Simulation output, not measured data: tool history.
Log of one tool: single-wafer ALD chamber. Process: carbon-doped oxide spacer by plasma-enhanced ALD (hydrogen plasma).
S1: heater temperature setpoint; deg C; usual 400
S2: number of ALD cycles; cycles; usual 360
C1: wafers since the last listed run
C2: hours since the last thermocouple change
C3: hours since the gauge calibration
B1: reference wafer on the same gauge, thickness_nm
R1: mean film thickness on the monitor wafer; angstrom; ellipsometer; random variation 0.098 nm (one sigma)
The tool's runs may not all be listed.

{"run": 1, "hour": 0.0, "S1": 400, "S2": 360, "C1": 0, "C2": 743.7, "C3": 145.4, "B1": 20.418, "R1": 212.21}
{"run": 2, "hour": 34.9, "S1": 400, "S2": 386, "C1": 46, "C2": 778.6, "C3": 180.3, "B1": 20.417, "R1": 226.73}
{"run": 3, "hour": 66.8, "S1": 409, "S2": 360, "C1": 42, "C2": 810.5, "C3": 212.2, "B1": 20.409, "R1": 205.53}
{"run": 4, "hour": 124.4, "S1": 409, "S2": 360, "C1": 76, "C2": 868.1, "C3": 269.8, "B1": 20.393, "R1": 208.65}
{"run": 5, "hour": 182.4, "S1": 400, "S2": 383, "C1": 76, "C2": 926.1, "C3": 327.8, "B1": 20.4, "R1": 224.26}
{"run": 6, "hour": 249.7, "S1": 400, "S2": 396, "C1": 89, "C2": 993.4, "C3": 395.1, "B1": 20.391, "R1": 232.76}
{"run": 7, "hour": 297.5, "S1": 400, "S2": 396, "C1": 63, "C2": 1041.2, "C3": 442.9, "B1": 20.392, "R1": 231.49}
{"run": 8, "hour": 326.4, "S1": 400, "S2": 360, "C1": 38, "C2": 1070.1, "C3": 471.8, "B1": 20.387, "R1": 212.71}
{"run": 9, "hour": 350.7, "S1": 392, "S2": 325, "C1": 32, "C2": 1094.4, "C3": 496.1, "B1": 20.397, "R1": 191.34}
{"run": 10, "hour": 412.9, "S1": 392, "S2": 325, "C1": 82, "C2": 1156.6, "C3": 558.3, "B1": 20.384, "R1": 191.14}
{"run": 11, "hour": 459.2, "S1": 400, "S2": 360, "C1": 61, "C2": 1202.9, "C3": 604.6, "B1": 20.424, "R1": 210.61}
{"run": 12, "hour": 517.7, "S1": 400, "S2": 360, "C1": 77, "C2": 1261.4, "C3": 663.1, "B1": 20.405, "R1": 210.33}
{"run": 13, "hour": 542.2, "S1": 400, "S2": 360, "C1": 32, "C2": 1285.9, "C3": 687.6, "B1": 20.406, "R1": 210.31}
{"run": 14, "hour": 600.6, "S1": 411, "S2": 360, "C1": 77, "C2": 1344.3, "C3": 746, "B1": 20.424, "R1": 205.47}
{"run": 15, "hour": 643.2, "S1": 411, "S2": 360, "C1": 56, "C2": 1386.9, "C3": 788.6, "B1": 20.397, "R1": 204.61}
{"run": 16, "hour": 705.5, "S1": 392, "S2": 325, "C1": 82, "C2": 1449.2, "C3": 850.9, "B1": 20.381, "R1": 190.68}
{"hour": 708.7, "done": "gauge calibrated"}
{"run": 17, "hour": 749.4, "S1": 386, "S2": 425, "C1": 58, "C2": 1493.1, "C3": 40.7, "B1": 20.409, "R1": 249.21}
{"run": 18, "hour": 804.8, "S1": 400, "S2": 360, "C1": 73, "C2": 1548.5, "C3": 96.1, "B1": 20.384, "R1": 209.95}
{"run": 19, "hour": 834.8, "S1": 400, "S2": 396, "C1": 39, "C2": 1578.5, "C3": 126.1, "B1": 20.395, "R1": 232.68}
{"run": 20, "hour": 870.7, "S1": 405, "S2": 391, "C1": 47, "C2": 1614.4, "C3": 162, "B1": 20.4, "R1": 225.38}
{"run": 21, "hour": 894.8, "S1": 405, "S2": 391, "C1": 31, "C2": 1638.5, "C3": 186.1, "B1": 20.402, "R1": 226.15}

The next listed run, before its measurement:
{"run": 22, "hour": 920.1, "S1": 407, "S2": 431, "C1": 33, "C2": 1663.8, "C3": 211.4, "B1": "?", "R1": "?"}

B1: 20.388
R1: 249.16 angstrom
Without the tool's hidden state the same run would have given R1 249.16 angstrom.

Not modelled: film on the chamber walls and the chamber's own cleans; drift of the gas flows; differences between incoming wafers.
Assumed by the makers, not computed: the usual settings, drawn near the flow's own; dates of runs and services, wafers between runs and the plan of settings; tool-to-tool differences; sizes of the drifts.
